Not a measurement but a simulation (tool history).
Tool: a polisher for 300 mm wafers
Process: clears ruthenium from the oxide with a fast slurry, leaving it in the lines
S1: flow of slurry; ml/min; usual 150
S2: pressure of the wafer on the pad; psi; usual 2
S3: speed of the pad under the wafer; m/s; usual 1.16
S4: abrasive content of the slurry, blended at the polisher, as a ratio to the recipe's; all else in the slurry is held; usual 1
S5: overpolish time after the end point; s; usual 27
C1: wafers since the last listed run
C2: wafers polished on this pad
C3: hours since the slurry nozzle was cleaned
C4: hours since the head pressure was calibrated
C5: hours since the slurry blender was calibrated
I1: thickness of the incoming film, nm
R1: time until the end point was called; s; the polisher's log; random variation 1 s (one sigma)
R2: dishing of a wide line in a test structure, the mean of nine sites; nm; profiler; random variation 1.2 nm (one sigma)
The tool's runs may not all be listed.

{"run": 1, "hour": 0.0, "S1": 150, "S2": 2, "S3": 1.16, "S4": 1, "S5": 27, "C1": 0, "C2": 2, "C3": 239.9, "C4": 305, "C5": 334.2, "I1": 320.6, "R1": 76.6, "R2": 63.4}
{"run": 2, "hour": 56.6, "S1": 150, "S2": 2, "S3": 1.16, "S4": 1, "S5": 27, "C1": 295, "C2": 298, "C3": 296.5, "C4": 361.6, "C5": 390.8, "I1": 318.3, "R1": 78.8, "R2": 62.5}
{"run": 3, "hour": 97.6, "S1": 150, "S2": 2, "S3": 1.16, "S4": 1, "S5": 27, "C1": 214, "C2": 513, "C3": 337.5, "C4": 402.6, "C5": 431.8, "I1": 317.8, "R1": 78.4, "R2": 62.2}
{"run": 4, "hour": 347.9, "S1": 150, "S2": 2, "S3": 1.16, "S4": 1, "S5": 27, "C1": 1308, "C2": 1822, "C3": 587.8, "C4": 652.9, "C5": 682.1, "I1": 316.5, "R1": 81.7, "R2": 61.5}
{"hour": 409.8, "done": "slurry blender recalibrated"}
{"run": 5, "hour": 430.3, "S1": 150, "S2": 2, "S3": 1.16, "S4": 1, "S5": 38, "C1": 420, "C2": 2242, "C3": 670.2, "C4": 735.3, "C5": 20.5, "I1": 322.6, "R1": 79.3, "R2": 74.9}
{"hour": 568.5, "done": "slurry nozzle cleaned"}
{"run": 6, "hour": 642.1, "S1": 150, "S2": 2, "S3": 1.16, "S4": 0.8, "S5": 27, "C1": 1102, "C2": 3345, "C3": 73.6, "C4": 947.1, "C5": 232.3, "I1": 321.6, "R1": 87.5, "R2": 59}
{"run": 7, "hour": 706.5, "S1": 150, "S2": 2, "S3": 1.16, "S4": 1, "S5": 27, "C1": 336, "C2": 3681, "C3": 138, "C4": 1011.5, "C5": 296.7, "I1": 314, "R1": 75.6, "R2": 62.8}
{"hour": 733.4, "done": "worn pad replaced by a new one"}
{"run": 8, "hour": 791.6, "S1": 150, "S2": 2, "S3": 1.52, "S4": 0.8, "S5": 27, "C1": 424, "C2": 304, "C3": 223.1, "C4": 1096.6, "C5": 381.8, "I1": 324.2, "R1": 69.4, "R2": 68.6}
{"run": 9, "hour": 853.8, "S1": 150, "S2": 2, "S3": 0.8, "S4": 1.15, "S5": 27, "C1": 325, "C2": 629, "C3": 285.3, "C4": 1158.8, "C5": 444, "I1": 322.3, "R1": 103.9, "R2": 51.5}
{"run": 10, "hour": 934.9, "S1": 170, "S2": 2, "S3": 1.44, "S4": 1, "S5": 13, "C1": 424, "C2": 1053, "C3": 366.4, "C4": 1239.9, "C5": 525.1, "I1": 322.7, "R1": 61.8, "R2": 44.4}
{"run": 11, "hour": 999.9, "S1": 150, "S2": 2, "S3": 1.16, "S4": 1, "S5": 27, "C1": 339, "C2": 1393, "C3": 431.4, "C4": 1304.9, "C5": 590.1, "I1": 315.6, "R1": 79.9, "R2": 60.8}
{"run": 12, "hour": 1082.4, "S1": 150, "S2": 2, "S3": 0.76, "S4": 1.1, "S5": 27, "C1": 431, "C2": 1824, "C3": 513.9, "C4": 1387.4, "C5": 672.6, "I1": 314.8, "R1": 115.8, "R2": 47.2}
{"run": 13, "hour": 1120.5, "S1": 150, "S2": 2, "S3": 1.16, "S4": 1, "S5": 37, "C1": 199, "C2": 2024, "C3": 552, "C4": 1425.5, "C5": 710.7, "I1": 322.2, "R1": 84.4, "R2": 73.1}
{"run": 14, "hour": 1188.1, "S1": 150, "S2": 1.5, "S3": 0.96, "S4": 1.15, "S5": 27, "C1": 353, "C2": 2377, "C3": 619.6, "C4": 1493.1, "C5": 778.3, "I1": 318.9, "R1": 125, "R2": 44.4}
{"hour": 1190.1, "done": "slurry blender recalibrated"}
{"hour": 1214.5, "done": "head pressure recalibrated"}
{"run": 15, "hour": 1291.5, "S1": 110, "S2": 2.5, "S3": 1.16, "S4": 1, "S5": 27, "C1": 519, "C2": 2897, "C3": 723, "C4": 77, "C5": 101.4, "I1": 322.8, "R1": 63.3, "R2": 70.3}
{"hour": 1352.3, "done": "slurry nozzle cleaned"}
{"hour": 1472.0, "done": "worn pad replaced by a new one"}
{"run": 16, "hour": 1580.0, "S1": 150, "S2": 2, "S3": 1.16, "S4": 1.3, "S5": 12, "C1": 1482, "C2": 564, "C3": 227.7, "C4": 365.5, "C5": 389.9, "I1": 318.2, "R1": 66.9, "R2": 38.7}
{"run": 17, "hour": 1653.4, "S1": 150, "S2": 2, "S3": 1.16, "S4": 1.2, "S5": 27, "C1": 383, "C2": 948, "C3": 301.1, "C4": 438.9, "C5": 463.3, "I1": 317.8, "R1": 70.7, "R2": 66.6}
{"run": 18, "hour": 1718.9, "S1": 150, "S2": 2.3, "S3": 0.94, "S4": 0.85, "S5": 27, "C1": 342, "C2": 1291, "C3": 366.6, "C4": 504.4, "C5": 528.8, "I1": 322.3, "R1": 92.9, "R2": 54.7}
{"run": 19, "hour": 1806.5, "S1": 150, "S2": 2.5, "S3": 1.16, "S4": 1, "S5": 27, "C1": 458, "C2": 1749, "C3": 454.2, "C4": 592, "C5": 616.4, "I1": 314.3, "R1": 62.2, "R2": 70.5}
{"run": 20, "hour": 1890.6, "S1": 150, "S2": 2, "S3": 1.16, "S4": 1, "S5": 27, "C1": 439, "C2": 2189, "C3": 538.3, "C4": 676.1, "C5": 700.5, "I1": 317.6, "R1": 82.8, "R2": 60.7}
{"hour": 1906.4, "done": "slurry blender recalibrated"}
{"run": 21, "hour": 1942.7, "S1": 150, "S2": 2.2, "S3": 0.88, "S4": 1, "S5": 27, "C1": 262, "C2": 2451, "C3": 590.4, "C4": 728.2, "C5": 36.3, "I1": 315.7, "R1": 91.7, "R2": 58.6}
{"run": 22, "hour": 2042.6, "S1": 150, "S2": 2, "S3": 1.16, "S4": 1, "S5": 27, "C1": 522, "C2": 2973, "C3": 690.3, "C4": 828.1, "C5": 136.2, "I1": 315.3, "R1": 75.9, "R2": 64}
{"run": 23, "hour": 2115.8, "S1": 150, "S2": 2, "S3": 1.16, "S4": 1, "S5": 27, "C1": 382, "C2": 3356, "C3": 763.5, "C4": 901.3, "C5": 209.4, "I1": 319.9, "R1": 78.2, "R2": 63.7}
{"run": 24, "hour": 2159.0, "S1": 150, "S2": 2, "S3": 1.16, "S4": 1, "S5": 27, "C1": 225, "C2": 3582, "C3": 806.7, "C4": 944.5, "C5": 252.6, "I1": 320.8, "R1": 78.1, "R2": 63.5}
{"hour": 2199.5, "done": "worn pad replaced by a new one"}
{"hour": 2241.6, "done": "slurry nozzle cleaned"}
{"run": 25, "hour": 2246.7, "S1": 150, "S2": 2.6, "S3": 1.5, "S4": 0.85, "S5": 32, "C1": 432, "C2": 241, "C3": 5.1, "C4": 1032.2, "C5": 340.3, "I1": 321, "R1": 51.5, "R2": 82}
{"run": 26, "hour": 2286.0, "S1": 150, "S2": 2, "S3": 1.16, "S4": 1, "S5": 12, "C1": 205, "C2": 446, "C3": 44.4, "C4": 1071.5, "C5": 379.6, "I1": 319.2, "R1": 76.2, "R2": 34.8}
{"run": 27, "hour": 2330.5, "S1": 180, "S2": 2, "S3": 1.16, "S4": 1, "S5": 27, "C1": 232, "C2": 679, "C3": 88.9, "C4": 1116, "C5": 424.1, "I1": 318.4, "R1": 77.4, "R2": 64.9}

Forecast each of these 5 alternatives for the next run:
{"run": "A", "hour": 2331.0, "S1": 150, "S2": 2, "S3": 1.16, "S4": 1.25, "S5": 27, "C1": 2, "C2": 682, "C3": 89.4, "C4": 1116.5, "C5": 424.6, "I1": 319, "R1": "?", "R2": "?"}
{"run": "B", "hour": 2331.0, "S1": 150, "S2": 2, "S3": 1.42, "S4": 1, "S5": 27, "C1": 2, "C2": 682, "C3": 89.4, "C4": 1116.5, "C5": 424.6, "I1": 319, "R1": "?", "R2": "?"}
{"run": "C", "hour": 2331.0, "S1": 170, "S2": 1.5, "S3": 1.16, "S4": 1, "S5": 43, "C1": 2, "C2": 682, "C3": 89.4, "C4": 1116.5, "C5": 424.6, "I1": 319, "R1": "?", "R2": "?"}
{"run": "D", "hour": 2331.0, "S1": 150, "S2": 2, "S3": 1.16, "S4": 1, "S5": 39, "C1": 2, "C2": 682, "C3": 89.4, "C4": 1116.5, "C5": 424.6, "I1": 319, "R1": "?", "R2": "?"}
{"run": "E", "hour": 2331.0, "S1": 165, "S2": 2, "S3": 1.16, "S4": 1, "S5": 20, "C1": 2, "C2": 682, "C3": 89.4, "C4": 1116.5, "C5": 424.6, "I1": 319, "R1": "?", "R2": "?"}

run=A R1=71.4 R2=64.6
run=B R1=65 R2=68
run=C R1=104.4 R2=67.7
run=D R1=79.6 R2=73.8
run=E R1=78.6 R2=50.4
Without the tool's hidden state the same runs would have given:
run=A R1=69.6 R2=65.5
run=B R1=63.1 R2=69
run=C R1=101.4 R2=68.7
run=D R1=77.2 R2=74.8
run=E R1=76.3 R2=51.4
